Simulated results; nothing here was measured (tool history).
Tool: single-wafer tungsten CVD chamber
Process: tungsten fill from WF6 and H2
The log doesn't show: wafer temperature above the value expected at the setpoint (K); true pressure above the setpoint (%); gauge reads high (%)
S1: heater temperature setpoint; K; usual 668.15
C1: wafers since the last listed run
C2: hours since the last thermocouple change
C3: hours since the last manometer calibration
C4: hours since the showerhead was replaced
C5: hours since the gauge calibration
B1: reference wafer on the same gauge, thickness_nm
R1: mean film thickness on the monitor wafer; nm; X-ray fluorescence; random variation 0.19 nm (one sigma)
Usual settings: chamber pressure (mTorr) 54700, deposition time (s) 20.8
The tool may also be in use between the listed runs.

{"run": 1, "hour": 0.0, "S1": 668.15, "chamber pressure (mTorr)": 45400, "deposition time (s)": 20.8, "C1": 0, "C2": 1212.8, "C3": 2022.2, "C4": 4291.1, "C5": 948, "B1": 61.9, "R1": 65.988}
{"run": 2, "hour": 66.0, "S1": 661.15, "chamber pressure (mTorr)": 54700, "deposition time (s)": 20.8, "C1": 1114, "C2": 1278.8, "C3": 2088.2, "C4": 4357.1, "C5": 1014, "B1": 61.972, "R1": 63.993}
{"run": 3, "hour": 126.3, "S1": 668.15, "chamber pressure (mTorr)": 54700, "deposition time (s)": 20.8, "C1": 1018, "C2": 1339.1, "C3": 2148.5, "C4": 4417.4, "C5": 1074.3, "B1": 61.896, "R1": 71.928}
{"run": 4, "hour": 233.8, "S1": 668.15, "chamber pressure (mTorr)": 54700, "deposition time (s)": 20.8, "C1": 1814, "C2": 1446.6, "C3": 2256, "C4": 4524.9, "C5": 1181.8, "B1": 61.908, "R1": 71.71}
{"run": 5, "hour": 278.1, "S1": 668.15, "chamber pressure (mTorr)": 54700, "deposition time (s)": 20.8, "C1": 747, "C2": 1490.9, "C3": 2300.3, "C4": 4569.2, "C5": 1226.1, "B1": 61.903, "R1": 71.938}
{"run": 6, "hour": 336.7, "S1": 668.15, "chamber pressure (mTorr)": 54700, "deposition time (s)": 20.8, "C1": 989, "C2": 1549.5, "C3": 2358.9, "C4": 4627.8, "C5": 1284.7, "B1": 61.836, "R1": 71.852}
{"run": 7, "hour": 389.2, "S1": 674.15, "chamber pressure (mTorr)": 54700, "deposition time (s)": 20.8, "C1": 886, "C2": 1602, "C3": 2411.4, "C4": 4680.3, "C5": 1337.2, "B1": 61.805, "R1": 79.036}
{"hour": 456.3, "done": "capacitance manometer re-zeroed and calibrated"}
{"run": 8, "hour": 456.8, "S1": 674.15, "chamber pressure (mTorr)": 54700, "deposition time (s)": 20.8, "C1": 1006, "C2": 1669.6, "C3": 0.5, "C4": 4747.9, "C5": 1404.8, "B1": 61.879, "R1": 79.391}
{"run": 9, "hour": 535.4, "S1": 674.15, "chamber pressure (mTorr)": 54700, "deposition time (s)": 20.8, "C1": 1327, "C2": 1748.2, "C3": 79.1, "C4": 4826.5, "C5": 1483.4, "B1": 61.865, "R1": 79.125}
{"hour": 537.1, "done": "gauge calibrated"}
{"run": 10, "hour": 620.6, "S1": 658.15, "chamber pressure (mTorr)": 45600, "deposition time (s)": 17.7, "C1": 1438, "C2": 1833.4, "C3": 164.3, "C4": 4911.7, "C5": 83.5, "B1": 61.876, "R1": 47.456}
{"run": 11, "hour": 670.5, "S1": 654.15, "chamber pressure (mTorr)": 63300, "deposition time (s)": 24.9, "C1": 842, "C2": 1883.3, "C3": 214.2, "C4": 4961.6, "C5": 133.4, "B1": 61.908, "R1": 71.99}
{"run": 12, "hour": 729.4, "S1": 655.15, "chamber pressure (mTorr)": 54700, "deposition time (s)": 19.4, "C1": 994, "C2": 1942.2, "C3": 273.1, "C4": 5020.5, "C5": 192.3, "B1": 61.897, "R1": 53.435}
{"run": 13, "hour": 829.6, "S1": 658.15, "chamber pressure (mTorr)": 45600, "deposition time (s)": 17.7, "C1": 1691, "C2": 2042.4, "C3": 373.3, "C4": 5120.7, "C5": 292.5, "B1": 61.899, "R1": 47.594}
{"hour": 846.3, "done": "showerhead replaced"}
{"run": 14, "hour": 917.4, "S1": 676.15, "chamber pressure (mTorr)": 54700, "deposition time (s)": 18, "C1": 1347, "C2": 2130.2, "C3": 461.1, "C4": 71.1, "C5": 380.3, "B1": 61.908, "R1": 70.702}
{"run": 15, "hour": 1016.0, "S1": 678.15, "chamber pressure (mTorr)": 54700, "deposition time (s)": 20.8, "C1": 1664, "C2": 2228.8, "C3": 559.7, "C4": 169.7, "C5": 478.9, "B1": 61.87, "R1": 84.239}
{"hour": 1049.0, "done": "thermocouple changed; heater temperature recalibrated"}
{"run": 16, "hour": 1310.7, "S1": 668.15, "chamber pressure (mTorr)": 54700, "deposition time (s)": 20.8, "C1": 4840, "C2": 261.7, "C3": 854.4, "C4": 464.4, "C5": 773.6, "B1": 61.918, "R1": 72.645}
{"run": 17, "hour": 1362.5, "S1": 674.15, "chamber pressure (mTorr)": 54700, "deposition time (s)": 20.8, "C1": 874, "C2": 313.5, "C3": 906.2, "C4": 516.2, "C5": 825.4, "B1": 61.949, "R1": 80.108}
{"run": 18, "hour": 1454.8, "S1": 683.15, "chamber pressure (mTorr)": 54700, "deposition time (s)": 20.8, "C1": 1558, "C2": 405.8, "C3": 998.5, "C4": 608.5, "C5": 917.7, "B1": 61.863, "R1": 92.069}

Forecast each of these 5 alternatives for the next run:
{"run": "A", "hour": 1455.2, "S1": 668.15, "chamber pressure (mTorr)": 54700, "deposition time (s)": 20.8, "C1": 6, "C2": 406.2, "C3": 998.9, "C4": 608.9, "C5": 918.1, "B1": "?", "R1": "?"}
{"run": "B", "hour": 1455.2, "S1": 668.15, "chamber pressure (mTorr)": 44600, "deposition time (s)": 20.8, "C1": 6, "C2": 406.2, "C3": 998.9, "C4": 608.9, "C5": 918.1, "B1": "?", "R1": "?"}
{"run": "C", "hour": 1455.2, "S1": 668.15, "chamber pressure (mTorr)": 51100, "deposition time (s)": 22.2, "C1": 6, "C2": 406.2, "C3": 998.9, "C4": 608.9, "C5": 918.1, "B1": "?", "R1": "?"}
{"run": "D", "hour": 1455.2, "S1": 668.15, "chamber pressure (mTorr)": 65000, "deposition time (s)": 24.9, "C1": 6, "C2": 406.2, "C3": 998.9, "C4": 608.9, "C5": 918.1, "B1": "?", "R1": "?"}
{"run": "E", "hour": 1455.2, "S1": 674.15, "chamber pressure (mTorr)": 54700, "deposition time (s)": 18.4, "C1": 6, "C2": 406.2, "C3": 998.9, "C4": 608.9, "C5": 918.1, "B1": "?", "R1": "?"}

run=A B1=61.924 R1=72.573
run=B B1=61.924 R1=66.405
run=C B1=61.924 R1=75.252
run=D B1=61.924 R1=93.607
run=E B1=61.924 R1=70.819
Without the tool's hidden state the same runs would have given:
run=A R1=73.213
run=B R1=66.991
run=C R1=75.917
run=D R1=94.433
run=E R1=71.421

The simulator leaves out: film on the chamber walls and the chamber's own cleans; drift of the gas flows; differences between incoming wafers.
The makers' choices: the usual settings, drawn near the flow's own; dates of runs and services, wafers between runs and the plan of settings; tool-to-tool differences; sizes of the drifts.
